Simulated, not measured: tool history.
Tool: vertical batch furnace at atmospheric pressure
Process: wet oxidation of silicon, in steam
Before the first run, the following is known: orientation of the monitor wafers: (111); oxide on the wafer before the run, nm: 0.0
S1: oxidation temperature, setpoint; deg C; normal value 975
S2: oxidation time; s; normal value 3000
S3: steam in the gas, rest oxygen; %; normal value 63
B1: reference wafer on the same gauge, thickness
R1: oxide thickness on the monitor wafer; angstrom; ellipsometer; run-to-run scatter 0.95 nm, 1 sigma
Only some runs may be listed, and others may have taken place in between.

run	hour	S1	S2	S3	B1	R1
1	0.0	975	3000	63	254.86	2492.2
2	20.1	975	3000	63	254.92	2473.1
3	32.1	975	3000	63	254.45	2480.4
4	45.8	975	3000	63	254.23	2470.9
# hour 46.5: gauge calibrated
5	80.1	975	3900	63	257.85	2991.8
6	114.5	975	3000	56	258.34	2297.6
7	127.2	975	3000	56	257.66	2299.0
8	202.9	975	3000	63	257.49	2496.7
9	224.3	975	3000	63	256.89	2511.9
10	251.4	975	3000	63	256.80	2496.6
11	267.3	989	3000	67	256.98	2872.1
12	295.3	989	3000	67	256.84	2863.8
13	323.5	989	3000	67	256.29	2899.5
14	357.0	975	3000	63	255.81	2499.0
15	392.5	996	3000	63	255.52	2872.0
# hour 426.9: thermocouples replaced and temperature profile calibrated
16	427.4	993	3000	63	254.66	2819.4
17	431.3	975	3000	63	255.08	2472.1
18	451.9	975	3000	63	254.24	2471.1
19	470.6	960	1920	63	254.07	1572.5
# hour 519.9: gauge calibrated
# hour 522.1: steam generator serviced
20	522.6	998	2550	67	259.91	2770.3
21	537.7	956	3000	57	259.41	2019.0
22	567.6	975	3000	51	259.86	2180.9
23	583.3	975	3000	63	259.89	2524.3
24	619.0	996	3870	68	259.74	3628.9
25	638.7	975	2280	53	259.57	1840.7
26	659.3	975	1500	60	259.29	1480.6
27	673.8	987	4020	63	259.38	3351.8
28	707.1	975	3630	69	258.97	3064.3
29	735.9	964	3000	63	259.03	2322.8

Predict each of these 4 candidate next runs independently; none follows another, all start after run 29:
A	740.0	975	3000	66	?	?
B	740.0	956	3000	70	?	?
C	740.0	955	3000	56	?	?
D	740.0	952	3870	52	?	?

run	B1	R1
A	258.74	2587.0
B	258.74	2319.0
C	258.74	1949.6
D	258.74	2172.1
With the hidden condition removed and each run's random variation left untouched, the same runs would have given:
run	R1
A	2589.5
B	2321.2
C	1951.5
D	2174.2
